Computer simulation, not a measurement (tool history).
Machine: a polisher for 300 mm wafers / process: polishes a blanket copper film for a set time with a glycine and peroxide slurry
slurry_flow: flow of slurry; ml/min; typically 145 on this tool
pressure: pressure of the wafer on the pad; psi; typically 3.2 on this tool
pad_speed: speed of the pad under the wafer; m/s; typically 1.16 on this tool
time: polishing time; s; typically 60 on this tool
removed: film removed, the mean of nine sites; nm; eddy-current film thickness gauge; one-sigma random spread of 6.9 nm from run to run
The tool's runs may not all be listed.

run,hour,slurry_flow,pressure,pad_speed,time,wafers since the last listed run,wafers polished on this pad,hours since the slurry nozzle was cleaned,hours since the head pressure was calibrated,"incoming thickness of the incoming film, nm",removed
1,0,145,3.2,1.38,60,0,2305,343.2,471.1,2022.8,533.3
# hour 0.4: worn pad replaced by a new one
2,51.9,145,3.2,1.16,60,506,506,395.1,523,2028,490.8
3,107,145,3.2,1.16,74,541,1047,450.2,578.1,2101.3,590.4
4,135.9,145,2.7,1.16,66,284,1332,479.1,607,2038.7,473.5
5,193.2,145,3.2,1.04,65,563,1895,536.4,664.3,2036.9,467.2
6,234.6,145,3.2,1.16,72,406,2302,577.8,705.7,2054.4,580.2
# hour 249.3: worn pad replaced by a new one
# hour 285.2: slurry nozzle cleaned
7,334,145,3.2,1.16,72,927,822,48.8,805.1,2089.2,585.4
8,388.8,145,3.2,1.16,72,538,1361,103.6,859.9,2042.5,581.9
9,435.8,145,3.2,1.16,60,461,1823,150.6,906.9,2048.7,500.1
10,478.3,145,3.2,1.16,60,417,2240,193.1,949.4,2040,486.1
# hour 495.4: worn pad replaced by a new one
11,578.1,145,3.2,1.16,60,941,812,292.9,1049.2,2090.8,489.9
12,603.6,145,3.2,1.16,60,250,1063,318.4,1074.7,2088.5,491.4
13,662.2,145,3.2,1.06,50,575,1639,377,1133.3,2089.2,378.9
# hour 683.3: worn pad replaced by a new one
14,698.4,145,3.2,1.16,60,316,148,413.2,1169.5,2082.1,544.7
15,753.1,160,3.2,1.16,60,537,686,467.9,1224.2,2048.9,516.5
16,783,175,4.3,0.78,46,293,979,497.8,1254.1,2055.1,343
17,822.6,145,3.2,1.16,53,389,1369,537.4,1293.7,2058.5,454.1
# hour 843.2: slurry nozzle cleaned
# hour 861.3: head pressure recalibrated
18,876.8,95,3.2,1.16,60,503,1872,33.6,15.5,2087.4,419
# hour 901.3: worn pad replaced by a new one
19,948.3,145,3.2,1.16,60,663,461,105.1,87,2053.7,488.6
20,987.5,160,3.6,1.16,60,385,847,144.3,126.2,2040.3,534.3
21,1034.6,130,4.2,1.16,60,462,1310,191.4,173.3,2085,542.2
# hour 1085.6: worn pad replaced by a new one
22,1086.1,165,2.9,0.82,69,466,5,242.9,224.8,2091.6,426.3

Branching from run 22: 4 alternative next runs. What would each branch give?
A,1086.5,145,3.2,1.16,60,3,9,243.3,225.2,2027.6,?
B,1086.5,185,3.2,1.54,76,3,9,243.3,225.2,2027.6,?
C,1086.5,145,3.2,1.16,43,3,9,243.3,225.2,2027.6,?
D,1086.5,190,3.2,1.16,60,3,9,243.3,225.2,2027.6,?

run,removed
A,523.9
B,887.6
C,375.5
D,548.4
Stripped of hidden state, with their random variation kept, the same runs would have yielded:
run,removed
A,521.6
B,883.4
C,373.8
D,545.9

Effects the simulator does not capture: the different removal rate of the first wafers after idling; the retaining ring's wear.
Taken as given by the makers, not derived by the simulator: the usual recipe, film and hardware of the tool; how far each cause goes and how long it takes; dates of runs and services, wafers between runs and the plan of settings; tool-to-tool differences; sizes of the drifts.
